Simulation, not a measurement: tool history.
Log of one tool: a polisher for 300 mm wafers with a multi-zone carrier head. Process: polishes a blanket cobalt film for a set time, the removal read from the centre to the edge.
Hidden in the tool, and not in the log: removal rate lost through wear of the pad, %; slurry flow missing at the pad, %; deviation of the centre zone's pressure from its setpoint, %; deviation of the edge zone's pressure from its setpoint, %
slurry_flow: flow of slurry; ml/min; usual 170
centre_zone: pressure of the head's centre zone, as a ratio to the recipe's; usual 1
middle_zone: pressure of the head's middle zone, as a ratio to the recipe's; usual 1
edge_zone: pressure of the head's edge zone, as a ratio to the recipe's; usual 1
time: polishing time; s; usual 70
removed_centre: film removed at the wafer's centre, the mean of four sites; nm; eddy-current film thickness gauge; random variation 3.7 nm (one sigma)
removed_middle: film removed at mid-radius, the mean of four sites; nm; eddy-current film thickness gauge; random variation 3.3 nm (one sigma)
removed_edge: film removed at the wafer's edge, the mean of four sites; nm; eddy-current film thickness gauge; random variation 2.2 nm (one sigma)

run	day	slurry_flow	centre_zone	middle_zone	edge_zone	time	wafers since the last listed run	wafers polished on this pad	hours since the slurry nozzle was cleaned	hours since the centre zone pressure was calibrated	hours since the edge zone pressure was calibrated	hours since the carrier head's membrane was replaced	incoming thickness of the incoming film, nm	removed_centre	removed_middle	removed_edge
1	0	170	1	1	1	70	0	2309	30.9	520.3	108.7	427.7	1038.9	269.8	257.3	265.3
2	2.167	150	1	1	0.91	70	432	2741	82.9	572.3	160.7	479.7	1018.7	255	252.4	247.6
# day 3.721: centre zone pressure recalibrated
3	6.342	150	1	1	0.91	70	816	3557	183.1	62.9	260.9	579.9	1037	256.2	250.3	246.8
4	10.746	170	0.89	1	0.89	70	878	4435	288.8	168.6	366.6	685.6	1028	245.6	252.6	246
# day 11.958: worn pad replaced by a new one
5	12.271	170	1.04	0.89	1	70	270	62	325.4	205.2	403.2	722.2	1038.4	294.5	251.5	283.1
# day 16.421: edge zone pressure recalibrated
6	16.525	170	0.92	1.1	1	70	831	894	427.5	307.3	2.5	824.3	1053.4	258.1	284.2	271.3
7	18.717	200	1	1	1	70	437	1331	480.1	359.9	55.1	876.9	1044.5	263.9	256.9	270.5
8	20.221	170	1	1	1	70	300	1631	516.2	396	91.2	913	1046.6	268.4	258.9	263.3
9	24.25	225	0.95	1	1.06	90	803	2434	612.9	492.7	187.9	1009.7	1035.2	339.8	338	344.3
# day 25.958: centre zone pressure recalibrated
10	26.292	205	1	1	0.92	70	390	2825	661.9	8	236.9	1058.7	1056.8	265.6	255.6	249.6
# day 27.15: slurry nozzle cleaned
11	34.812	200	1	1	0.96	70	1691	4516	183.9	212.5	441.4	1263.2	1023.5	255.9	248.8	248.9
# day 36.4: worn pad replaced by a new one
12	38.562	150	0.96	1	1.06	70	714	431	273.9	302.5	531.4	1353.2	1038.9	271.5	272.9	289.5
# day 40.546: carrier head's membrane replaced by a new one
# day 40.629: edge zone pressure recalibrated
13	41.179	170	1.07	1	1	62	464	895	336.7	365.3	13.2	15.2	1037.7	256.3	244.5	246.4
14	42.683	120	0.94	0.94	1	70	300	1195	372.8	401.4	49.3	51.3	1052	249.7	249.6	267.8
15	46.996	170	1.04	1	0.9	48	860	2055	476.3	504.9	152.8	154.8	1043.2	186.9	175.9	174.6
# day 48.962: centre zone pressure recalibrated
16	50.525	170	1	1.11	0.94	70	687	2743	561	37.5	237.5	239.5	1044.8	258	277.8	256.3
17	52.812	170	1	1	1	70	456	3199	615.9	92.4	292.4	294.4	1041.9	260.5	253	260.2
# day 54.417: slurry nozzle cleaned
18	54.829	155	1	1	1.11	70	393	3593	9.9	140.8	340.8	342.8	1046.2	267.3	249.2	275.4
19	56.371	170	0.97	1.04	0.94	83	307	3900	46.9	177.8	377.8	379.8	1043.3	302	304.7	301.2
20	60.604	170	1	1	1	70	844	4745	148.5	279.4	479.4	481.4	1024.5	262.4	247	260
# day 61.592: worn pad replaced by a new one
21	62.617	170	1	1	1.08	89	368	204	196.8	327.7	527.7	529.7	1052.3	364.1	349.8	377.5

Forecast each of these 5 alternatives for the next run:
A	62.638	170	1	1	1	63	4	208	197.3	328.2	528.2	530.2	1031.7	?	?	?
B	62.638	110	1.08	1	1	70	4	208	197.3	328.2	528.2	530.2	1031.7	?	?	?
C	62.638	140	1	1	1	70	4	208	197.3	328.2	528.2	530.2	1031.7	?	?	?
D	62.638	120	0.96	1	1	70	4	208	197.3	328.2	528.2	530.2	1031.7	?	?	?
E	62.638	170	1	0.96	1	64	4	208	197.3	328.2	528.2	530.2	1031.7	?	?	?

run	removed_centre	removed_middle	removed_edge
A	257.6	253.3	261.6
B	285.9	268.4	280.9
C	279.6	275.7	286.3
D	266.9	271.1	282.8
E	261.6	248.9	265.8
Without the tool's hidden state the same runs would have given:
run	removed_centre	removed_middle	removed_edge
A	265.7	261.3	269.8
B	294.9	276.8	289.7
C	288.4	284.4	295.3
D	275.3	279.6	291.7
E	269.8	256.7	274.2
